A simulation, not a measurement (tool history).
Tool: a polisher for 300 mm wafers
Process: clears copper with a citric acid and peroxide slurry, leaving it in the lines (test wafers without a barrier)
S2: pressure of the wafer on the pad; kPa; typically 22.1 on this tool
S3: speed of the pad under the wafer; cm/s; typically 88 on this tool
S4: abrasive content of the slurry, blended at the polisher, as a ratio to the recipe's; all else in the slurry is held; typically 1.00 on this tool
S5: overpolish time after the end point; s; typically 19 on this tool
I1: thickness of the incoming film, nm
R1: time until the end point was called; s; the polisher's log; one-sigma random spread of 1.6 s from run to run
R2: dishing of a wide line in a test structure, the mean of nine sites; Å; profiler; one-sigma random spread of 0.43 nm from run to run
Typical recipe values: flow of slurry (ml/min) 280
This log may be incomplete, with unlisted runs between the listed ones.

Run 1, day 0.000: usual settings but S3 110 cm/s; I1 210.4. Result: R1 69.7 s, R2 387 Å.
Run 2, day 3.162: usual settings but S3 110 cm/s; I1 208.7. Result: R1 70.8 s, R2 379 Å.
Run 3, day 6.338: usual settings but S3 110 cm/s; I1 210.9. Result: R1 69.8 s, R2 383 Å.
Run 4, day 9.196: usual settings; I1 211.7. Result: R1 83.1 s, R2 328 Å.
Run 5, day 12.662: usual settings but flow of slurry (ml/min) 215, S5 25 s; I1 213.8. Result: R1 89.5 s, R2 387 Å.
Run 6, day 14.425: usual settings but S2 15.2 kPa, S3 116 cm/s, S4 1.30, S5 23 s; I1 209.5. Result: R1 95.9 s, R2 343 Å.
Run 7, day 16.608: usual settings but flow of slurry (ml/min) 380, S2 19.3 kPa; I1 211.9. Result: R1 96.9 s, R2 280 Å.
Run 8, day 19.267: usual settings; I1 210.4. Result: R1 89.2 s, R2 317 Å.
Run 9, day 28.125: usual settings but S2 15.2 kPa, S3 102 cm/s, S4 0.75, S5 14 s; I1 207.7. Result: R1 123.1 s, R2 165 Å.
Run 10, day 32.146: usual settings but flow of slurry (ml/min) 320, S2 26.2 kPa; I1 213.4. Result: R1 80.5 s, R2 343 Å.
Run 11, day 35.508: usual settings but S3 68 cm/s; I1 207.6. Result: R1 96.7 s, R2 271 Å.
Run 12, day 39.971: usual settings; I1 209.3. Result: R1 82.7 s, R2 331 Å.
Run 13, day 43.546: usual settings but S3 60 cm/s; I1 212.5. Result: R1 114.1 s, R2 245 Å.
Run 14, day 45.438: usual settings but flow of slurry (ml/min) 195, S2 19.3 kPa, S5 23 s; I1 208.1. Result: R1 100.8 s, R2 325 Å.
Run 15, day 46.946: usual settings but flow of slurry (ml/min) 340, S2 15.9 kPa; I1 212.6. Result: R1 116.6 s, R2 242 Å.
Run 16, day 49.171: usual settings but flow of slurry (ml/min) 180, S3 100 cm/s, S4 1.30, S5 9 s; I1 211.0. Result: R1 80.7 s, R2 172 Å.
Run 17, day 51.042: usual settings; I1 209.0. Result: R1 87.7 s, R2 322 Å.
Run 18, day 53.492: usual settings but flow of slurry (ml/min) 225, S4 1.25; I1 213.0. Result: R1 87.0 s, R2 304 Å.
Run 19, day 57.267: usual settings but S5 11 s; I1 209.2. Result: R1 88.6 s, R2 182 Å.
Run 20, day 58.825: usual settings; I1 210.2. Result: R1 89.1 s, R2 300 Å.
Run 21, day 62.504: usual settings but S3 108 cm/s, S5 10 s; I1 211.9. Result: R1 75.3 s, R2 191 Å.
Run 22, day 64.438: usual settings but S4 1.30, S5 24 s; I1 213.9. Result: R1 79.0 s, R2 426 Å.
Run 23, day 67.038: usual settings but S4 1.10, S5 9 s; I1 209.1. Result: R1 77.2 s, R2 169 Å.
Run 24, day 71.346: usual settings but flow of slurry (ml/min) 340, S2 15.9 kPa; I1 205.5. Result: R1 107.9 s, R2 253 Å.
Run 25, day 75.662: usual settings but flow of slurry (ml/min) 340, S2 24.1 kPa, S3 78 cm/s, S5 13 s; I1 209.7. Result: R1 83.0 s, R2 232 Å.
Run 26, day 77.458: usual settings; I1 207.2. Result: R1 84.6 s, R2 320 Å.
Run 27, day 80.675: usual settings but S3 108 cm/s, S5 26 s; I1 212.1. Result: R1 68.3 s, R2 494 Å.

The log once held 11 entries between its listed runs, left out of this copy. Where does each go, and what is different about the tool's unlogged condition between the listed run before it and the listed run after it?
After run 3, before run 4: worn pad replaced by a new one (day 6.612)
  deviation of the head's pressure from its setpoint, %: -0.436 -> -1.01
  difference, measured minus the result without the unlogged condition, R1: +0.3 -> +0.8 s; R2: -1 -> -3 Å
After run 4, before run 5: slurry blender recalibrated (day 10.017)
  deviation of the head's pressure from its setpoint, %: -1.01 -> -1.96
  difference, measured minus the result without the unlogged condition, R1: +0.8 -> +1.8 s; R2: -3 -> -7 Å
After run 8, before run 9: slurry nozzle cleaned (day 20.454)
  deviation of the head's pressure from its setpoint, %: -4.51 -> -9.48
  difference, measured minus the result without the unlogged condition, R1: +3.9 -> +11.3 s; R2: -14 -> -16 Å
After run 10, before run 11: head pressure recalibrated (day 32.733); worn pad replaced by a new one (day 33.925)
  deviation of the head's pressure from its setpoint, %: -12.3 -> 0.606
  difference, measured minus the result without the unlogged condition, R1: +9.7 -> -0.6 s; R2: -43 -> +1 Å
After run 11, before run 12: slurry blender recalibrated (day 38.075)
  deviation of the head's pressure from its setpoint, %: 0.606 -> 0.103
  difference, measured minus the result without the unlogged condition, R1: -0.6 -> -0.1 s; R2: +1 -> +1 Å
After run 16, before run 17: slurry nozzle cleaned (day 49.246)
  deviation of the head's pressure from its setpoint, %: -2.35 -> -3.08
  difference, measured minus the result without the unlogged condition, R1: +1.8 -> +2.6 s; R2: -3 -> -9 Å
After run 20, before run 21: worn pad replaced by a new one (day 60.517)
  deviation of the head's pressure from its setpoint, %: -6.98 -> -9.29
  difference, measured minus the result without the unlogged condition, R1: +6.0 -> +6.8 s; R2: -20 -> -19 Å
After run 21, before run 22: head pressure recalibrated (day 64.108)
  deviation of the head's pressure from its setpoint, %: -9.29 -> 3.34
  difference, measured minus the result without the unlogged condition, R1: +6.8 -> -2.6 s; R2: -19 -> +12 Å
After run 23, before run 24: slurry blender recalibrated (day 67.283)
  deviation of the head's pressure from its setpoint, %: 3.25 -> 2.75
  difference, measured minus the result without the unlogged condition, R1: -2.4 -> -2.9 s; R2: +5 -> +7 Å
After run 24, before run 25: slurry nozzle cleaned (day 75.412)
  deviation of the head's pressure from its setpoint, %: 2.75 -> 1.84
  difference, measured minus the result without the unlogged condition, R1: -2.9 -> -1.5 s; R2: +7 -> +4 Å

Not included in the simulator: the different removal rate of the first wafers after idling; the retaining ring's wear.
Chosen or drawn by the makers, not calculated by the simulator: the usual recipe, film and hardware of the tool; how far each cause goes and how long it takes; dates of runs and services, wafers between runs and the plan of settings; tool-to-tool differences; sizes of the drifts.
